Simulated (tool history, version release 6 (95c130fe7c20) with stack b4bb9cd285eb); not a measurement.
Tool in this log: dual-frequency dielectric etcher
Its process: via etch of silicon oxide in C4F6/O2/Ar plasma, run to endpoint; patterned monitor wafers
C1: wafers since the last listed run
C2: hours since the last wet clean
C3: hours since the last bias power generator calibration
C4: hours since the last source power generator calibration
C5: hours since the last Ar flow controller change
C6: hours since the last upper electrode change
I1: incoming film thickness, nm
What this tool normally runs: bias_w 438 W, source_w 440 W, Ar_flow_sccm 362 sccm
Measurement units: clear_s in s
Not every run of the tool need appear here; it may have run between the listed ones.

{"run": 1, "day": 0.0, "bias_w": 386, "source_w": 440, "Ar_flow_sccm": 362, "C1": 0, "C2": 380.4, "C3": 2266, "C4": 3549.3, "C5": 3387.3, "C6": 2607, "I1": 140.4, "clear_s": 38}
{"run": 2, "day": 1.383, "bias_w": 438, "source_w": 440, "Ar_flow_sccm": 362, "C1": 368, "C2": 413.6, "C3": 2299.2, "C4": 3582.5, "C5": 3420.5, "C6": 2640.2, "I1": 141.4, "clear_s": 36.2}
{"run": 3, "day": 2.125, "bias_w": 438, "source_w": 440, "Ar_flow_sccm": 362, "C1": 197, "C2": 431.4, "C3": 2317, "C4": 3600.3, "C5": 3438.3, "C6": 2658, "I1": 141.4, "clear_s": 36}
{"run": 4, "day": 3.588, "bias_w": 438, "source_w": 440, "Ar_flow_sccm": 362, "C1": 389, "C2": 466.5, "C3": 2352.1, "C4": 3635.4, "C5": 3473.4, "C6": 2693.1, "I1": 139.5, "clear_s": 35.5}
{"day": 4.2, "done": "Ar flow controller replaced"}
{"run": 5, "day": 4.221, "bias_w": 520, "source_w": 440, "Ar_flow_sccm": 320, "C1": 102, "C2": 481.7, "C3": 2367.3, "C4": 3650.6, "C5": 0.5, "C6": 2708.3, "I1": 140.2, "clear_s": 32.3}
{"day": 5.421, "done": "bias power generator calibrated"}
{"run": 6, "day": 5.442, "bias_w": 520, "source_w": 440, "Ar_flow_sccm": 320, "C1": 280, "C2": 511, "C3": 0.5, "C4": 3679.9, "C5": 29.8, "C6": 2737.6, "I1": 139.8, "clear_s": 32.4}
{"run": 7, "day": 6.346, "bias_w": 520, "source_w": 440, "Ar_flow_sccm": 320, "C1": 240, "C2": 532.7, "C3": 22.2, "C4": 3701.6, "C5": 51.5, "C6": 2759.3, "I1": 139.8, "clear_s": 32.3}
{"run": 8, "day": 6.962, "bias_w": 438, "source_w": 440, "Ar_flow_sccm": 362, "C1": 164, "C2": 547.5, "C3": 37, "C4": 3716.4, "C5": 66.3, "C6": 2774.1, "I1": 139.2, "clear_s": 35.3}
{"run": 9, "day": 7.733, "bias_w": 438, "source_w": 440, "Ar_flow_sccm": 362, "C1": 205, "C2": 566, "C3": 55.5, "C4": 3734.9, "C5": 84.8, "C6": 2792.6, "I1": 139.9, "clear_s": 35.6}
{"day": 9.046, "done": "wet clean of the chamber"}
{"run": 10, "day": 9.067, "bias_w": 438, "source_w": 530, "Ar_flow_sccm": 327, "C1": 88, "C2": 0.5, "C3": 87.5, "C4": 3766.9, "C5": 116.8, "C6": 2824.6, "I1": 140.8, "clear_s": 32.4}
{"day": 10.429, "done": "upper electrode replaced"}
{"run": 11, "day": 10.45, "bias_w": 531, "source_w": 480, "Ar_flow_sccm": 308, "C1": 102, "C2": 33.7, "C3": 120.7, "C4": 3800.1, "C5": 150, "C6": 0.5, "I1": 140.8, "clear_s": 30.8}
{"day": 10.908, "done": "source power generator calibrated"}
{"run": 12, "day": 11.462, "bias_w": 361, "source_w": 370, "Ar_flow_sccm": 362, "C1": 225, "C2": 58, "C3": 145, "C4": 13.3, "C5": 174.3, "C6": 24.8, "I1": 139.5, "clear_s": 43.7}
{"run": 13, "day": 12.275, "bias_w": 337, "source_w": 490, "Ar_flow_sccm": 394, "C1": 216, "C2": 77.5, "C3": 164.5, "C4": 32.8, "C5": 193.8, "C6": 44.3, "I1": 139.8, "clear_s": 38.9}
{"run": 14, "day": 13.088, "bias_w": 373, "source_w": 350, "Ar_flow_sccm": 362, "C1": 216, "C2": 97, "C3": 184, "C4": 52.3, "C5": 213.3, "C6": 63.8, "I1": 140.5, "clear_s": 44.8}
{"run": 15, "day": 14.3, "bias_w": 331, "source_w": 520, "Ar_flow_sccm": 437, "C1": 323, "C2": 126.1, "C3": 213.1, "C4": 81.4, "C5": 242.4, "C6": 92.9, "I1": 140.5, "clear_s": 38.8}
{"run": 16, "day": 15.221, "bias_w": 515, "source_w": 500, "Ar_flow_sccm": 316, "C1": 245, "C2": 148.2, "C3": 235.2, "C4": 103.5, "C5": 264.5, "C6": 115, "I1": 140.1, "clear_s": 30.7}
{"run": 17, "day": 16.112, "bias_w": 339, "source_w": 350, "Ar_flow_sccm": 331, "C1": 237, "C2": 169.6, "C3": 256.6, "C4": 124.9, "C5": 285.9, "C6": 136.4, "I1": 138.8, "clear_s": 45.6}
{"run": 18, "day": 18.742, "bias_w": 438, "source_w": 440, "Ar_flow_sccm": 362, "C1": 700, "C2": 232.7, "C3": 319.7, "C4": 188, "C5": 349, "C6": 199.5, "I1": 139.9, "clear_s": 35.9}
{"run": 19, "day": 20.125, "bias_w": 487, "source_w": 440, "Ar_flow_sccm": 362, "C1": 368, "C2": 265.9, "C3": 352.9, "C4": 221.2, "C5": 382.2, "C6": 232.7, "I1": 140.8, "clear_s": 34.5}
{"run": 20, "day": 21.471, "bias_w": 438, "source_w": 370, "Ar_flow_sccm": 291, "C1": 358, "C2": 298.2, "C3": 385.2, "C4": 253.5, "C5": 414.5, "C6": 265, "I1": 141.5, "clear_s": 38.8}
{"run": 21, "day": 22.175, "bias_w": 467, "source_w": 360, "Ar_flow_sccm": 333, "C1": 187, "C2": 315.1, "C3": 402.1, "C4": 270.4, "C5": 431.4, "C6": 281.9, "I1": 139.9, "clear_s": 38.8}
{"run": 22, "day": 22.821, "bias_w": 337, "source_w": 490, "Ar_flow_sccm": 394, "C1": 172, "C2": 330.6, "C3": 417.6, "C4": 285.9, "C5": 446.9, "C6": 297.4, "I1": 138, "clear_s": 38.1}
{"run": 23, "day": 24.246, "bias_w": 438, "source_w": 440, "Ar_flow_sccm": 362, "C1": 379, "C2": 364.8, "C3": 451.8, "C4": 320.1, "C5": 481.1, "C6": 331.6, "I1": 140.2, "clear_s": 35.8}
{"run": 24, "day": 25.138, "bias_w": 363, "source_w": 410, "Ar_flow_sccm": 309, "C1": 237, "C2": 386.2, "C3": 473.2, "C4": 341.5, "C5": 502.5, "C6": 353, "I1": 140.9, "clear_s": 40}
{"run": 25, "day": 26.162, "bias_w": 438, "source_w": 540, "Ar_flow_sccm": 445, "C1": 273, "C2": 410.8, "C3": 497.8, "C4": 366.1, "C5": 527.1, "C6": 377.6, "I1": 141, "clear_s": 33.2}
{"run": 26, "day": 27.171, "bias_w": 482, "source_w": 500, "Ar_flow_sccm": 303, "C1": 268, "C2": 435, "C3": 522, "C4": 390.3, "C5": 551.3, "C6": 401.8, "I1": 140.5, "clear_s": 31.1}
{"run": 27, "day": 27.75, "bias_w": 485, "source_w": 440, "Ar_flow_sccm": 328, "C1": 154, "C2": 448.9, "C3": 535.9, "C4": 404.2, "C5": 565.2, "C6": 415.7, "I1": 138.7, "clear_s": 33.3}
{"run": 28, "day": 28.567, "bias_w": 438, "source_w": 440, "Ar_flow_sccm": 362, "C1": 217, "C2": 468.5, "C3": 555.5, "C4": 423.8, "C5": 584.8, "C6": 435.3, "I1": 140.1, "clear_s": 35.7}

Consider 5 possible next runs. They are alternatives, not a sequence: every one starts from the tool as it was left by run 28. What does each give?
{"run": "A", "day": 28.583, "bias_w": 438, "source_w": 380, "Ar_flow_sccm": 362, "C1": 4, "C2": 468.9, "C3": 555.9, "C4": 424.2, "C5": 585.2, "C6": 435.7, "I1": 141.4, "clear_s": "?"}
{"run": "B", "day": 28.583, "bias_w": 438, "source_w": 550, "Ar_flow_sccm": 396, "C1": 4, "C2": 468.9, "C3": 555.9, "C4": 424.2, "C5": 585.2, "C6": 435.7, "I1": 141.4, "clear_s": "?"}
{"run": "C", "day": 28.583, "bias_w": 383, "source_w": 440, "Ar_flow_sccm": 328, "C1": 4, "C2": 468.9, "C3": 555.9, "C4": 424.2, "C5": 585.2, "C6": 435.7, "I1": 141.4, "clear_s": "?"}
{"run": "D", "day": 28.583, "bias_w": 438, "source_w": 440, "Ar_flow_sccm": 431, "C1": 4, "C2": 468.9, "C3": 555.9, "C4": 424.2, "C5": 585.2, "C6": 435.7, "I1": 141.4, "clear_s": "?"}
{"run": "E", "day": 28.583, "bias_w": 349, "source_w": 530, "Ar_flow_sccm": 391, "C1": 4, "C2": 468.9, "C3": 555.9, "C4": 424.2, "C5": 585.2, "C6": 435.7, "I1": 141.4, "clear_s": "?"}

run=A clear_s=39.4
run=B clear_s=32.5
run=C clear_s=37.9
run=D clear_s=37.1
run=E clear_s=36.7
Had the tool no hidden state, the same runs would have come out as:
run=A clear_s=39.7
run=B clear_s=32.8
run=C clear_s=38.2
run=D clear_s=37.4
run=E clear_s=37.1

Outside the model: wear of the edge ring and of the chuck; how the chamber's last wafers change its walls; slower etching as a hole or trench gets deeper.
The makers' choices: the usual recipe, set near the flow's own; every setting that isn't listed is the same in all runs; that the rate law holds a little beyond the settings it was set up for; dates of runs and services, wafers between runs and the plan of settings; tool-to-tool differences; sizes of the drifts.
